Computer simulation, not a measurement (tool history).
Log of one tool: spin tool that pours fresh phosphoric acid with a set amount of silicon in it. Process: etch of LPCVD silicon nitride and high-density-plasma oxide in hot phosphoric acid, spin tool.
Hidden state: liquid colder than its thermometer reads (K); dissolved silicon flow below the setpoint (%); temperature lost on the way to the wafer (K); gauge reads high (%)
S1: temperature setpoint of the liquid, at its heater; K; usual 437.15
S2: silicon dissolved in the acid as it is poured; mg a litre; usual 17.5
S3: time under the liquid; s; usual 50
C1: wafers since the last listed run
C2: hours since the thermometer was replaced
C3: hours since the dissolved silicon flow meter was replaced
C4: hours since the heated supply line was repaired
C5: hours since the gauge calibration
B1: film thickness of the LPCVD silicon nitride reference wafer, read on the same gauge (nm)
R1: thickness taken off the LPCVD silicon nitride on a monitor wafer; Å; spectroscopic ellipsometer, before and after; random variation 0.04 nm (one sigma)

run,hour,S1,S2,S3,C1,C2,C3,C4,C5,B1,R1
1,0.0,435.65,17.5,65,0,607.7,708.0,171.1,2107.0,57.75,66.3
2,53.5,437.15,17.5,50,642,661.2,761.5,224.6,2160.5,57.66,53.7
3,123.2,437.15,17.5,50,837,730.9,831.2,294.3,2230.2,57.57,53.3
4,219.9,439.65,28.5,25,1161,827.6,927.9,391.0,2326.9,57.37,29.0
# hour 269.4: gauge calibrated
5,299.2,434.65,8.5,60,952,906.9,1007.2,470.3,29.8,59.72,60.9
6,371.1,437.15,17.5,75,863,978.8,1079.1,542.2,101.7,59.69,81.7
7,430.9,437.15,17.5,50,718,1038.6,1138.9,602.0,161.5,59.70,55.8
8,467.6,435.15,29.5,25,441,1075.3,1175.6,638.7,198.2,59.67,25.8
9,510.0,437.15,17.5,50,509,1117.7,1218.0,681.1,240.6,59.66,56.0
10,557.3,439.65,17.5,50,568,1165.0,1265.3,728.4,287.9,59.66,59.8
11,610.8,437.15,17.5,75,642,1218.5,1318.8,781.9,341.4,59.63,82.3
12,694.4,437.15,17.5,50,1004,1302.1,1402.4,865.5,425.0,59.64,55.4
13,755.1,438.15,31.0,70,729,1362.8,1463.1,926.2,485.7,59.58,79.5
# hour 781.0: dissolved silicon flow meter replaced
14,808.9,438.65,11.5,75,634,1416.6,27.9,980.0,539.5,59.58,87.3
15,847.7,439.65,17.5,80,466,1455.4,66.7,1018.8,578.3,59.56,97.4
16,899.6,434.65,26.5,65,623,1507.3,118.6,1070.7,630.2,59.51,65.4
17,988.2,437.15,17.5,50,1064,1595.9,207.2,1159.3,718.8,59.49,55.7
18,1095.3,437.15,17.5,50,1286,1703.0,314.3,1266.4,825.9,59.44,55.7
19,1178.5,438.15,13.0,75,999,1786.2,397.5,1349.6,909.1,59.38,85.9
20,1241.7,437.15,22.5,30,759,1849.4,460.7,1412.8,972.3,59.30,33.0

5 ways to go on from here, each from the tool as it stands after run 20. What would each give?
A,1242.1,437.15,24.5,50,4,1849.8,461.1,1413.2,972.7,?,?
B,1242.1,439.15,6.5,35,4,1849.8,461.1,1413.2,972.7,?,?
C,1242.1,434.65,28.0,75,4,1849.8,461.1,1413.2,972.7,?,?
D,1242.1,434.15,6.5,40,4,1849.8,461.1,1413.2,972.7,?,?
E,1242.1,437.15,13.5,50,4,1849.8,461.1,1413.2,972.7,?,?

run,B1,R1
A,59.33,54.8
B,59.33,41.0
C,59.33,75.7
D,59.33,39.7
E,59.33,54.8
Without the tool's hidden state the same runs would have given:
run,R1
A,55.5
B,41.5
C,76.6
D,40.2
E,55.5

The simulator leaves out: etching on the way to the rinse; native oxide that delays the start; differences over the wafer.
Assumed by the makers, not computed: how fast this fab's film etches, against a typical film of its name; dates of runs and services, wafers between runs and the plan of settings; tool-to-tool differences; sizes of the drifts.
